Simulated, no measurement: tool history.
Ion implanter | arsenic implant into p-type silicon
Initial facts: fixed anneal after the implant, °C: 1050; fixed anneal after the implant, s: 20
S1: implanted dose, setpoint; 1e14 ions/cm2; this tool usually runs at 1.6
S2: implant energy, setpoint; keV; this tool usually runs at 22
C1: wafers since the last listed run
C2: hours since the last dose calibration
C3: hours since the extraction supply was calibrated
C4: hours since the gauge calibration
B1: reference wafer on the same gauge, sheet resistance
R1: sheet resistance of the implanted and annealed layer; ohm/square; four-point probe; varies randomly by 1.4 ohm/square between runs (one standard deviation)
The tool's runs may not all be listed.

| run | hour | S1 | S2 | C1 | C2 | C3 | C4 | B1 | R1 |
|---|---|---|---|---|---|---|---|---|---|
| 1 | 0 | 1.22 | 22 | 0 | 1376.4 | 2507.4 | 66.7 | 526.08 | 561.25 |
| 2 | 61.8 | 1.6 | 22 | 798 | 1438.2 | 2569.2 | 128.5 | 526.07 | 461.53 |
| 3 | 102.5 | 1.6 | 22 | 525 | 1478.9 | 2609.9 | 169.2 | 526.32 | 460.48 |
| 4 | 150.1 | 1.6 | 22 | 614 | 1526.5 | 2657.5 | 216.8 | 526.18 | 456.94 |
| 5 | 190.9 | 1.6 | 17.5 | 527 | 1567.3 | 2698.3 | 257.6 | 526.56 | 470.29 |
| 6 | 222 | 1.6 | 25 | 401 | 1598.4 | 2729.4 | 288.7 | 526.08 | 449.73 |
| 7 | 271.8 | 1.6 | 25 | 643 | 1648.2 | 2779.2 | 338.5 | 525.9 | 451.57 |
| 8 | 313.8 | 1.6 | 25 | 542 | 1690.2 | 2821.2 | 380.5 | 526.26 | 450.02 |
| 9 | 351.9 | 1.6 | 22 | 492 | 1728.3 | 2859.3 | 418.6 | 526.07 | 456.62 |
| 10 | 392.1 | 1.6 | 22 | 519 | 1768.5 | 2899.5 | 458.8 | 526.39 | 457.69 |
|  | 434.5 | extraction supply calibrated |
| 11 | 458 | 1.6 | 28.5 | 747 | 1834.4 | 23.5 | 524.7 | 526.23 | 437.65 |
| 12 | 500.8 | 1.6 | 22 | 552 | 1877.2 | 66.3 | 567.5 | 526.11 | 456.48 |
|  | 570.9 | gauge calibrated |
|  | 573.7 | Faraday cup replaced and dose calibrated |
| 13 | 606.5 | 1.86 | 22 | 1262 | 32.8 | 172 | 35.6 | 525.81 | 423.64 |
| 14 | 635.5 | 1.6 | 22 | 374 | 61.8 | 201 | 64.6 | 525.95 | 475.17 |
| 15 | 687 | 1.73 | 28.5 | 665 | 113.3 | 252.5 | 116.1 | 526.43 | 430.49 |
| 16 | 748.8 | 1.88 | 17 | 798 | 175.1 | 314.3 | 177.9 | 525.86 | 434.05 |
| 17 | 813.6 | 1.6 | 22 | 837 | 239.9 | 379.1 | 242.7 | 525.87 | 471.23 |
| 18 | 873.4 | 1.34 | 22 | 772 | 299.7 | 438.9 | 302.5 | 526.28 | 534.05 |
| 19 | 938.6 | 1.92 | 20 | 842 | 364.9 | 504.1 | 367.7 | 526.02 | 416.01 |

What was the tool's hidden state at every run in the log?
deviation of the true energy from its setpoint, %: 0 at every run
gauge reads high (%): 0 at every run
H1: deviation of the true dose from the Faraday cup's reading, %
| run | H1 |
|---|---|
| 1 | 4.06 |
| 2 | 4.24 |
| 3 | 4.35 |
| 4 | 4.49 |
| 5 | 4.6 |
| 6 | 4.69 |
| 7 | 4.83 |
| 8 | 4.95 |
| 9 | 5.05 |
| 10 | 5.17 |
| 11 | 5.35 |
| 12 | 5.47 |
| 13 | -0.0173 |
| 14 | 0.0644 |
| 15 | 0.209 |
| 16 | 0.384 |
| 17 | 0.566 |
| 18 | 0.734 |
| 19 | 0.918 |
